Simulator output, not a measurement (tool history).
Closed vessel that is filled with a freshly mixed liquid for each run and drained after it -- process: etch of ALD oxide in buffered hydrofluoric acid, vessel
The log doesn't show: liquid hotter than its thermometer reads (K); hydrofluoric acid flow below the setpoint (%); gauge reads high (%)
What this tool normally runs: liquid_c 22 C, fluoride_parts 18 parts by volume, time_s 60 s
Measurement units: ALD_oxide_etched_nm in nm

| run | day | liquid_c | fluoride_parts | time_s | wafers since the last listed run | hours since the thermometer was replaced | hours since the hydrofluoric acid flow meter was replaced | hours since the gauge calibration | read-back film thickness of the ALD oxide reference wafer, read on the same gauge (nm) | ALD_oxide_etched_nm |
|---|---|---|---|---|---|---|---|---|---|---|
| 1 | 0 | 22 | 18 | 60 | 0 | 166.6 | 1117.7 | 944.4 | 29.99 | 59.49 |
| 2 | 2.133 | 22 | 18 | 60 | 3417 | 217.8 | 1168.9 | 995.6 | 29.99 | 59.86 |
| 3 | 4.092 | 22 | 18 | 60 | 3136 | 264.8 | 1215.9 | 1042.6 | 29.98 | 58.84 |
| 4 | 5.85 | 24 | 18 | 60 | 2816 | 307 | 1258.1 | 1084.8 | 30.02 | 65.95 |
| 5 | 9.104 | 24 | 18 | 60 | 5212 | 385.1 | 1336.2 | 1162.9 | 30.01 | 67.9 |
| 6 | 13.517 | 22 | 18 | 40 | 7067 | 491 | 1442.1 | 1268.8 | 29.98 | 40.09 |
| 7 | 17.729 | 22 | 18 | 40 | 6747 | 592.1 | 1543.2 | 1369.9 | 30.05 | 41.94 |
| 8 | 21.762 | 22 | 18 | 40 | 6460 | 688.9 | 1640 | 1466.7 | 30.02 | 41.64 |
| 9 | 24.088 | 22 | 18 | 60 | 3724 | 744.7 | 1695.8 | 1522.5 | 30.02 | 63.66 |
|  | 25.004 | thermometer replaced |
| 10 | 28.392 | 22 | 18 | 60 | 6827 | 81.3 | 1799.1 | 1625.8 | 30.02 | 67.47 |
| 11 | 31.55 | 22 | 24 | 35 | 5058 | 157.1 | 1874.9 | 1701.6 | 30.06 | 31.27 |
| 12 | 35.058 | 20.5 | 12 | 60 | 5619 | 241.3 | 1959.1 | 1785.8 | 29.99 | 94.98 |
| 13 | 38.646 | 22 | 18 | 60 | 5746 | 327.4 | 2045.2 | 1871.9 | 30.01 | 68.8 |
|  | 39.492 | thermometer replaced, repeated, since the last time left the tool worse |
|  | 39.854 | hydrofluoric acid flow meter replaced |
| 14 | 40.938 | 17.5 | 20 | 80 | 3537 | 34.7 | 26 | 1926.9 | 30.02 | 55.1 |
| 15 | 44.812 | 22 | 18 | 75 | 6206 | 127.7 | 119 | 2019.9 | 29.99 | 74.14 |
| 16 | 48.929 | 22 | 18 | 60 | 6593 | 226.5 | 217.8 | 2118.7 | 29.97 | 59.15 |
| 17 | 52.425 | 20.5 | 15.5 | 95 | 5599 | 310.4 | 301.7 | 2202.6 | 30.01 | 102.24 |
|  | 52.721 | gauge calibrated |
| 18 | 56.192 | 17.5 | 14 | 30 | 6033 | 400.8 | 392.1 | 83.3 | 30 | 30.57 |
|  | 67.758 | thermometer replaced |
| 19 | 68.138 | 22 | 18 | 60 | 19067 | 9.1 | 678.8 | 370 | 29.98 | 57.38 |
| 20 | 71.571 | 26.5 | 24 | 40 | 5499 | 91.5 | 761.2 | 452.4 | 29.96 | 40.59 |

Each row is a separate what-if for the run after 20, all from the same tool condition, not one after another. Results?
| A | 71.6 | 22 | 21.5 | 60 | 46 | 92.2 | 761.9 | 453.1 | ? | ? |
| B | 71.6 | 22 | 20.5 | 45 | 46 | 92.2 | 761.9 | 453.1 | ? | ? |
| C | 71.6 | 19 | 18 | 60 | 46 | 92.2 | 761.9 | 453.1 | ? | ? |
| D | 71.6 | 26 | 18 | 75 | 46 | 92.2 | 761.9 | 453.1 | ? | ? |
| E | 71.6 | 22 | 18 | 85 | 46 | 92.2 | 761.9 | 453.1 | ? | ? |

| run | read-back film thickness of the ALD oxide reference wafer, read on the same gauge (nm) | ALD_oxide_etched_nm |
|---|---|---|
| A | 29.94 | 50.25 |
| B | 29.94 | 38.94 |
| C | 29.94 | 49.57 |
| D | 29.94 | 91.13 |
| E | 29.94 | 83.02 |
Stripped of hidden state, with their random variation kept, the same runs would have yielded:
| run | ALD_oxide_etched_nm |
|---|---|
| A | 49.37 |
| B | 38.26 |
| C | 48.68 |
| D | 89.57 |
| E | 81.56 |

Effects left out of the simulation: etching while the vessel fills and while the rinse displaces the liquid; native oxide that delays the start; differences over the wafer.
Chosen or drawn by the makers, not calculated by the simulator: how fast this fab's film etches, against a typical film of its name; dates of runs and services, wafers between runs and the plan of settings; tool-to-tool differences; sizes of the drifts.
